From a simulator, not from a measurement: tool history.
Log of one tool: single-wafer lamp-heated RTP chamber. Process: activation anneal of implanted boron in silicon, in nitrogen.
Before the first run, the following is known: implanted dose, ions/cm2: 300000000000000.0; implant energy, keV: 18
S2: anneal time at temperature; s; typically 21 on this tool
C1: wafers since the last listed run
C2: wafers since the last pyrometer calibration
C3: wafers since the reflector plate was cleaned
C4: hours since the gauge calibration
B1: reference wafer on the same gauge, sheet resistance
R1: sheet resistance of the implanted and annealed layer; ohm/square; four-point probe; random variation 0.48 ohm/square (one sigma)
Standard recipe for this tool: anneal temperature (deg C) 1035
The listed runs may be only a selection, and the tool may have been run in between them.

Run 1, hour 0: usual settings; C1 0; C2 1452; C3 4502; C4 364.2; B1 332.99. Result: R1 318.37 ohm/square.
Run 2, hour 50: usual settings but anneal temperature (deg C) 1024; C1 853; C2 2306; C3 5355; C4 414.2; B1 333.12. Result: R1 318.96 ohm/square.
Run 3, hour 84.1: usual settings but anneal temperature (deg C) 1043, S2 24 s; C1 582; C2 2888; C3 5937; C4 448.3; B1 332.92. Result: R1 317.21 ohm/square.
Run 4, hour 148.8: usual settings but anneal temperature (deg C) 1043, S2 24 s; C1 1104; C2 3992; C3 7042; C4 513; B1 332.91. Result: R1 318.16 ohm/square.
Run 5, hour 200.6: usual settings but anneal temperature (deg C) 1043, S2 24 s; C1 884; C2 4876; C3 7926; C4 564.8; B1 332.95. Result: R1 317.41 ohm/square.
At hour 211.9: pyrometer window cleaned and pyrometer calibrated.
Run 6, hour 239.9: usual settings; C1 534; C2 478; C3 8460; C4 604.1; B1 332.93. Result: R1 318.55 ohm/square.
Run 7, hour 293.4: usual settings; C1 913; C2 1391; C3 9373; C4 657.6; B1 333.08. Result: R1 318.7 ohm/square.
Run 8, hour 338.2: usual settings; C1 764; C2 2155; C3 10138; C4 702.4; B1 333.11. Result: R1 318.14 ohm/square.
Run 9, hour 406.1: usual settings but anneal temperature (deg C) 1020; C1 1158; C2 3314; C3 11297; C4 770.3; B1 333. Result: R1 319.49 ohm/square.
At hour 419.9: reflector plate cleaned.
Run 10, hour 477.4: usual settings but anneal temperature (deg C) 1020; C1 1080; C2 4395; C3 981; C4 841.6; B1 332.94. Result: R1 320.38 ohm/square.
Run 11, hour 510.8: usual settings but anneal temperature (deg C) 1050, S2 33 s; C1 570; C2 4965; C3 1551; C4 875; B1 332.97. Result: R1 315.44 ohm/square.
Run 12, hour 576.4: usual settings but anneal temperature (deg C) 1019; C1 1119; C2 6085; C3 2671; C4 940.6; B1 333.01. Result: R1 319.62 ohm/square.
At hour 587.1: pyrometer window cleaned and pyrometer calibrated.
Run 13, hour 625.2: usual settings but anneal temperature (deg C) 1007; C1 696; C2 649; C3 3367; C4 989.4; B1 333.02. Result: R1 321.85 ohm/square.
Run 14, hour 656: usual settings but anneal temperature (deg C) 1043, S2 24 s; C1 525; C2 1175; C3 3893; C4 1020.2; B1 332.9. Result: R1 317.53 ohm/square.
Run 15, hour 694.9: usual settings but anneal temperature (deg C) 1022, S2 31 s; C1 663; C2 1839; C3 4557; C4 1059.1; B1 332.98. Result: R1 317.94 ohm/square.
Run 16, hour 750.9: usual settings; C1 955; C2 2795; C3 5513; C4 1115.1; B1 333.17. Result: R1 317.24 ohm/square.
Run 17, hour 799.7: usual settings but anneal temperature (deg C) 1024, S2 14 s; C1 832; C2 3628; C3 6346; C4 1163.9; B1 332.95. Result: R1 320.37 ohm/square.
At hour 806: gauge calibrated.
At hour 931.9: pyrometer window cleaned and pyrometer calibrated.
Run 18, hour 936.6: usual settings but anneal temperature (deg C) 1065, S2 24 s; C1 2200; C2 80; C3 8546; C4 130.6; B1 332.81. Result: R1 316.5 ohm/square.
Run 19, hour 970.2: usual settings but anneal temperature (deg C) 1055, S2 11 s; C1 573; C2 653; C3 9120; C4 164.2; B1 333.06. Result: R1 318.24 ohm/square.
Run 20, hour 1040.8: usual settings but anneal temperature (deg C) 1059, S2 29 s; C1 1205; C2 1858; C3 10325; C4 234.8; B1 333.02. Result: R1 315.88 ohm/square.

Hidden state at the last listed run before each entry between runs and at the first one after, where it differs:
Run 5 -> run 6: pyrometer window cleaned and pyrometer calibrated (hour 211.9)
  no hidden state differs between the two runs
Run 9 -> run 10: reflector plate cleaned (hour 419.9)
  no hidden state differs between the two runs
Run 12 -> run 13: pyrometer window cleaned and pyrometer calibrated (hour 587.1)
  no hidden state differs between the two runs
Run 17 -> run 18: gauge calibrated (hour 806); pyrometer window cleaned and pyrometer calibrated (hour 931.9)
  no hidden state differs between the two runs

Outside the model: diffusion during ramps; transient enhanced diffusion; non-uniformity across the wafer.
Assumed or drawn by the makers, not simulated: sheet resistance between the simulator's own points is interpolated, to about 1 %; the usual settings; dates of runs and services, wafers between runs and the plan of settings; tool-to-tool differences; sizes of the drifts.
